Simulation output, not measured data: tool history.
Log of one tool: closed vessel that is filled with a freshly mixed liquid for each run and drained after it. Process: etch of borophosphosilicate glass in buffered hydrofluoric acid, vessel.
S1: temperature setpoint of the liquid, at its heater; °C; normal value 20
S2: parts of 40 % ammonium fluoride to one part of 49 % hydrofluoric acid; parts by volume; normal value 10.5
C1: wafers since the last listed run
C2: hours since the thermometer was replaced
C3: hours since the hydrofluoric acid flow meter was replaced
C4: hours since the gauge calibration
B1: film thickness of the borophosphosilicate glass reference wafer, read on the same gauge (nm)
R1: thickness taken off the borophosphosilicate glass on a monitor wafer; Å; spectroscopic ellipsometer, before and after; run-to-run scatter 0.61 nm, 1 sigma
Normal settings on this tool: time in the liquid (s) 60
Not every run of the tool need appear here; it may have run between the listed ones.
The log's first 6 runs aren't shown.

{"run": 7, "hour": 512.4, "S1": 20, "S2": 10.5, "time in the liquid (s)": 35, "C1": 8637, "C2": 238.7, "C3": 1120.1, "C4": 1881.9, "B1": 60.01, "R1": 810.6}
{"run": 8, "hour": 570.6, "S1": 20, "S2": 10.5, "time in the liquid (s)": 35, "C1": 5977, "C2": 296.9, "C3": 1178.3, "C4": 1940.1, "B1": 60, "R1": 805.2}
{"run": 9, "hour": 631.5, "S1": 17.5, "S2": 10.5, "time in the liquid (s)": 85, "C1": 6254, "C2": 357.8, "C3": 1239.2, "C4": 2001, "B1": 60.01, "R1": 1706.3}
{"run": 10, "hour": 731.7, "S1": 17.5, "S2": 10.5, "time in the liquid (s)": 85, "C1": 10290, "C2": 458, "C3": 1339.4, "C4": 2101.2, "B1": 59.99, "R1": 1702.2}
{"run": 11, "hour": 776.1, "S1": 20, "S2": 10.5, "time in the liquid (s)": 60, "C1": 4559, "C2": 502.4, "C3": 1383.8, "C4": 2145.6, "B1": 60.01, "R1": 1399.7}
{"run": 12, "hour": 838.7, "S1": 20, "S2": 10.5, "time in the liquid (s)": 60, "C1": 6429, "C2": 565, "C3": 1446.4, "C4": 2208.2, "B1": 60, "R1": 1376.5}
{"run": 13, "hour": 918.2, "S1": 20, "S2": 10.5, "time in the liquid (s)": 60, "C1": 8164, "C2": 644.5, "C3": 1525.9, "C4": 2287.7, "B1": 59.99, "R1": 1386.9}
{"run": 14, "hour": 973.0, "S1": 22, "S2": 14.5, "time in the liquid (s)": 45, "C1": 5628, "C2": 699.3, "C3": 1580.7, "C4": 2342.5, "B1": 60.01, "R1": 842.2}
{"hour": 1047.2, "done": "gauge calibrated"}
{"run": 15, "hour": 1054.4, "S1": 20, "S2": 8, "time in the liquid (s)": 60, "C1": 8359, "C2": 780.7, "C3": 1662.1, "C4": 7.2, "B1": 60.01, "R1": 1769.4}
{"hour": 1082.3, "done": "thermometer replaced"}
{"hour": 1243.7, "done": "hydrofluoric acid flow meter replaced"}
{"run": 16, "hour": 1301.9, "S1": 20, "S2": 10.5, "time in the liquid (s)": 60, "C1": 25213, "C2": 219.6, "C3": 58.2, "C4": 254.7, "B1": 60, "R1": 1387}
{"run": 17, "hour": 1376.5, "S1": 20, "S2": 7.5, "time in the liquid (s)": 40, "C1": 7661, "C2": 294.2, "C3": 132.8, "C4": 329.3, "B1": 60, "R1": 1275.6}
{"run": 18, "hour": 1481.2, "S1": 20, "S2": 10.5, "time in the liquid (s)": 60, "C1": 10752, "C2": 398.9, "C3": 237.5, "C4": 434, "B1": 60, "R1": 1389}
{"run": 19, "hour": 1652.2, "S1": 24, "S2": 10.5, "time in the liquid (s)": 60, "C1": 17562, "C2": 569.9, "C3": 408.5, "C4": 605, "B1": 60.01, "R1": 1721.6}
{"run": 20, "hour": 1715.4, "S1": 22.5, "S2": 12.5, "time in the liquid (s)": 45, "C1": 6490, "C2": 633.1, "C3": 471.7, "C4": 668.2, "B1": 60.01, "R1": 1000.6}
{"run": 21, "hour": 1772.7, "S1": 22.5, "S2": 9.5, "time in the liquid (s)": 60, "C1": 5884, "C2": 690.4, "C3": 529, "C4": 725.5, "B1": 60, "R1": 1707.7}
{"hour": 1828.6, "done": "thermometer replaced"}
{"run": 22, "hour": 1845.1, "S1": 20, "S2": 10.5, "time in the liquid (s)": 45, "C1": 7332, "C2": 16.5, "C3": 601.4, "C4": 797.9, "B1": 59.99, "R1": 1038.8}
{"run": 23, "hour": 1908.3, "S1": 17, "S2": 7.5, "time in the liquid (s)": 60, "C1": 6490, "C2": 79.7, "C3": 664.6, "C4": 861.1, "B1": 59.99, "R1": 1600.1}
{"run": 24, "hour": 2011.1, "S1": 20, "S2": 12, "time in the liquid (s)": 70, "C1": 10557, "C2": 182.5, "C3": 767.4, "C4": 963.9, "B1": 60.01, "R1": 1410.2}
{"run": 25, "hour": 2066.6, "S1": 21.5, "S2": 13.5, "time in the liquid (s)": 90, "C1": 5699, "C2": 238, "C3": 822.9, "C4": 1019.4, "B1": 60, "R1": 1756.9}
{"run": 26, "hour": 2159.0, "S1": 17.5, "S2": 10.5, "time in the liquid (s)": 85, "C1": 9489, "C2": 330.4, "C3": 915.3, "C4": 1111.8, "B1": 59.97, "R1": 1699.1}
{"run": 27, "hour": 2196.5, "S1": 20, "S2": 10.5, "time in the liquid (s)": 60, "C1": 3851, "C2": 367.9, "C3": 952.8, "C4": 1149.3, "B1": 60, "R1": 1377.5}
{"run": 28, "hour": 2473.2, "S1": 17.5, "S2": 8, "time in the liquid (s)": 45, "C1": 28417, "C2": 644.6, "C3": 1229.5, "C4": 1426, "B1": 59.99, "R1": 1155}
{"run": 29, "hour": 2511.5, "S1": 17, "S2": 10.5, "time in the liquid (s)": 95, "C1": 3933, "C2": 682.9, "C3": 1267.8, "C4": 1464.3, "B1": 60.01, "R1": 1845.7}
{"run": 30, "hour": 2594.4, "S1": 20, "S2": 10.5, "time in the liquid (s)": 60, "C1": 8514, "C2": 765.8, "C3": 1350.7, "C4": 1547.2, "B1": 60, "R1": 1376.5}

Consider 5 possible next runs. They are alternatives, not a sequence: every one starts from the tool as it was left by run 30. What does each give?
{"run": "A", "hour": 2595.1, "S1": 20, "S2": 10.5, "time in the liquid (s)": 60, "C1": 71, "C2": 766.5, "C3": 1351.4, "C4": 1547.9, "B1": "?", "R1": "?"}
{"run": "B", "hour": 2595.1, "S1": 23.5, "S2": 10.5, "time in the liquid (s)": 60, "C1": 71, "C2": 766.5, "C3": 1351.4, "C4": 1547.9, "B1": "?", "R1": "?"}
{"run": "C", "hour": 2595.1, "S1": 23.5, "S2": 6.5, "time in the liquid (s)": 90, "C1": 71, "C2": 766.5, "C3": 1351.4, "C4": 1547.9, "B1": "?", "R1": "?"}
{"run": "D", "hour": 2595.1, "S1": 22.5, "S2": 10.5, "time in the liquid (s)": 45, "C1": 71, "C2": 766.5, "C3": 1351.4, "C4": 1547.9, "B1": "?", "R1": "?"}
{"run": "E", "hour": 2595.1, "S1": 20, "S2": 14.5, "time in the liquid (s)": 60, "C1": 71, "C2": 766.5, "C3": 1351.4, "C4": 1547.9, "B1": "?", "R1": "?"}

run=A B1=60.01 R1=1387.7
run=B B1=60.01 R1=1680.3
run=C B1=60.01 R1=3975.6
run=D B1=60.01 R1=1193.7
run=E B1=60.01 R1=1009.6
Stripped of hidden state, with their random variation kept, the same runs would have yielded:
run=A R1=1387.7
run=B R1=1680.3
run=C R1=3975.6
run=D R1=1193.7
run=E R1=1009.6
